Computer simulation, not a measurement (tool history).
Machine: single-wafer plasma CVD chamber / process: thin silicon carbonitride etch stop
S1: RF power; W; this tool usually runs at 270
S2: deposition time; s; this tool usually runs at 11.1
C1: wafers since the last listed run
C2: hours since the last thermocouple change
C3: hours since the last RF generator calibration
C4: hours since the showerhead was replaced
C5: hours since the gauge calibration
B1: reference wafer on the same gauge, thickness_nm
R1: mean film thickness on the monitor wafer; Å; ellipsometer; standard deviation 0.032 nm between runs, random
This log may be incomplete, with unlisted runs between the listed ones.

| run | hour | S1 | S2 | C1 | C2 | C3 | C4 | C5 | B1 | R1 |
|---|---|---|---|---|---|---|---|---|---|---|
| 1 | 0.0 | 300 | 11.1 | 0 | 1003.6 | 1626.2 | 3580.4 | 978.5 | 7.372 | 66.96 |
| 2 | 63.2 | 300 | 11.1 | 1816 | 1066.8 | 1689.4 | 3643.6 | 1041.7 | 7.349 | 66.86 |
| 3 | 107.9 | 270 | 11.1 | 1285 | 1111.5 | 1734.1 | 3688.3 | 1086.4 | 7.336 | 63.78 |
| 4 | 161.7 | 270 | 11.1 | 1546 | 1165.3 | 1787.9 | 3742.1 | 1140.2 | 7.319 | 63.92 |
| 5 | 199.7 | 270 | 11.1 | 1092 | 1203.3 | 1825.9 | 3780.1 | 1178.2 | 7.308 | 63.94 |
| 6 | 261.6 | 230 | 11.7 | 1779 | 1265.2 | 1887.8 | 3842.0 | 1240.1 | 7.283 | 63.18 |
| 7 | 353.1 | 230 | 11.7 | 2630 | 1356.7 | 1979.3 | 3933.5 | 1331.6 | 7.253 | 62.60 |
| 8 | 452.8 | 270 | 9.4 | 2866 | 1456.4 | 2079.0 | 4033.2 | 1431.3 | 7.218 | 53.69 |
| 9 | 511.2 | 270 | 9.4 | 1678 | 1514.8 | 2137.4 | 4091.6 | 1489.7 | 7.192 | 53.59 |
| 10 | 586.4 | 270 | 9.4 | 2161 | 1590.0 | 2212.6 | 4166.8 | 1564.9 | 7.146 | 52.97 |
|  | 601.6 | gauge calibrated |
| 11 | 665.7 | 270 | 10.5 | 2279 | 1669.3 | 2291.9 | 4246.1 | 64.1 | 7.468 | 61.09 |
| 12 | 708.0 | 270 | 10.5 | 1216 | 1711.6 | 2334.2 | 4288.4 | 106.4 | 7.462 | 61.66 |
| 13 | 744.2 | 270 | 10.5 | 1040 | 1747.8 | 2370.4 | 4324.6 | 142.6 | 7.448 | 61.48 |
|  | 768.5 | RF generator calibrated |
|  | 794.9 | thermocouple changed; heater temperature recalibrated |
| 14 | 814.0 | 225 | 11.1 | 1546 | 19.1 | 45.5 | 4394.4 | 212.4 | 7.457 | 61.03 |
| 15 | 850.1 | 270 | 12.1 | 1037 | 55.2 | 81.6 | 4430.5 | 248.5 | 7.446 | 70.54 |
| 16 | 941.3 | 290 | 9.4 | 2621 | 146.4 | 172.8 | 4521.7 | 339.7 | 7.439 | 57.20 |
|  | 1004.8 | showerhead replaced |
| 17 | 1025.3 | 235 | 12.2 | 2184 | 230.4 | 256.8 | 20.5 | 423.7 | 7.425 | 67.63 |
| 18 | 1118.3 | 240 | 12.7 | 2673 | 323.4 | 349.8 | 113.5 | 516.7 | 7.433 | 70.93 |
| 19 | 1172.1 | 270 | 11.1 | 1546 | 377.2 | 403.6 | 167.3 | 570.5 | 7.420 | 64.43 |
| 20 | 1223.6 | 225 | 12.9 | 1480 | 428.7 | 455.1 | 218.8 | 622.0 | 7.407 | 69.77 |
| 21 | 1310.9 | 270 | 11.1 | 2509 | 516.0 | 542.4 | 306.1 | 709.3 | 7.384 | 64.63 |
| 22 | 1375.9 | 270 | 8.9 | 1868 | 581.0 | 607.4 | 371.1 | 774.3 | 7.372 | 51.41 |
| 23 | 1480.2 | 235 | 9.2 | 2998 | 685.3 | 711.7 | 475.4 | 878.6 | 7.353 | 50.19 |
| 24 | 1563.3 | 245 | 10.5 | 2388 | 768.4 | 794.8 | 558.5 | 961.7 | 7.331 | 58.41 |
| 25 | 1607.2 | 270 | 13.0 | 1262 | 812.3 | 838.7 | 602.4 | 1005.6 | 7.316 | 74.78 |
| 26 | 1699.2 | 270 | 9.8 | 2644 | 904.3 | 930.7 | 694.4 | 1097.6 | 7.283 | 55.70 |

Predict each of these 4 candidate next runs independently; none follows another, all start after run 26:
| A | 1699.6 | 270 | 11.1 | 11 | 904.7 | 931.1 | 694.8 | 1098.0 | ? | ? |
| B | 1699.6 | 270 | 12.7 | 11 | 904.7 | 931.1 | 694.8 | 1098.0 | ? | ? |
| C | 1699.6 | 285 | 11.1 | 11 | 904.7 | 931.1 | 694.8 | 1098.0 | ? | ? |
| D | 1699.6 | 320 | 12.4 | 11 | 904.7 | 931.1 | 694.8 | 1098.0 | ? | ? |

| run | B1 | R1 |
|---|---|---|
| A | 7.291 | 63.45 |
| B | 7.291 | 72.60 |
| C | 7.291 | 64.79 |
| D | 7.291 | 75.60 |
Without the tool's unlogged condition, the same runs would have read:
| run | R1 |
|---|---|
| A | 65.15 |
| B | 74.54 |
| C | 66.52 |
| D | 77.62 |
